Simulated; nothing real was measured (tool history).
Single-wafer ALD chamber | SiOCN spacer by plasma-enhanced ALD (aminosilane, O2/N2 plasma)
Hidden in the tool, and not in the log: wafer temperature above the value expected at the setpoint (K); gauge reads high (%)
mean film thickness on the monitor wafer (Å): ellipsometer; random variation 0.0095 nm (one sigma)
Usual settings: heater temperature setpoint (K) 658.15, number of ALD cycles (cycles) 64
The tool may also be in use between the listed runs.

run	day	heater temperature setpoint (K)	number of ALD cycles (cycles)	wafers since the last listed run	hours since the last thermocouple change	hours since the gauge calibration	read-back reference wafer on the same gauge, thickness_nm	mean film thickness on the monitor wafer (Å)
1	0.000	658.15	64	0	568.1	184.3	3.920	37.89
2	0.696	658.15	64	57	584.8	201.0	3.919	37.75
3	1.846	665.15	64	95	612.4	228.6	3.920	37.91
4	2.646	665.15	64	66	631.6	247.8	3.915	38.03
5	3.621	665.15	64	81	655.0	271.2	3.923	37.88
6	4.650	658.15	64	85	679.7	295.9	3.919	37.90
7	5.258	658.15	64	50	694.3	310.5	3.923	37.73
8	6.133	658.15	64	72	715.3	331.5	3.922	37.68
9	7.233	662.15	64	91	741.7	357.9	3.919	37.95
10	8.312	658.15	64	89	767.6	383.8	3.919	37.81
11	9.142	663.15	54	69	787.5	403.7	3.921	31.91
12	9.896	653.15	69	62	805.6	421.8	3.920	40.73
13	11.175	647.15	71	106	836.3	452.5	3.922	42.02
# day 11.225: gauge calibrated
14	12.517	665.15	64	111	868.5	31.0	3.916	37.70
# day 13.567: thermocouple changed; heater temperature recalibrated
15	15.729	663.15	75	239	51.9	108.1	3.918	44.48
16	17.196	658.15	52	122	87.1	143.3	3.923	30.79
17	17.812	658.15	51	51	101.9	158.1	3.920	30.08
18	18.558	669.15	71	62	119.8	176.0	3.918	42.02

Forecast each of these 3 alternatives for the next run:
A	18.579	658.15	73	1	120.3	176.5	?	?
B	18.579	650.15	53	1	120.3	176.5	?	?
C	18.579	668.15	58	1	120.3	176.5	?	?

run	read-back reference wafer on the same gauge, thickness_nm	mean film thickness on the monitor wafer (Å)
A	3.919	43.11
B	3.919	31.30
C	3.919	34.25
Without the tool's hidden state the same runs would have given:
run	mean film thickness on the monitor wafer (Å)
A	43.11
B	31.30
C	34.25
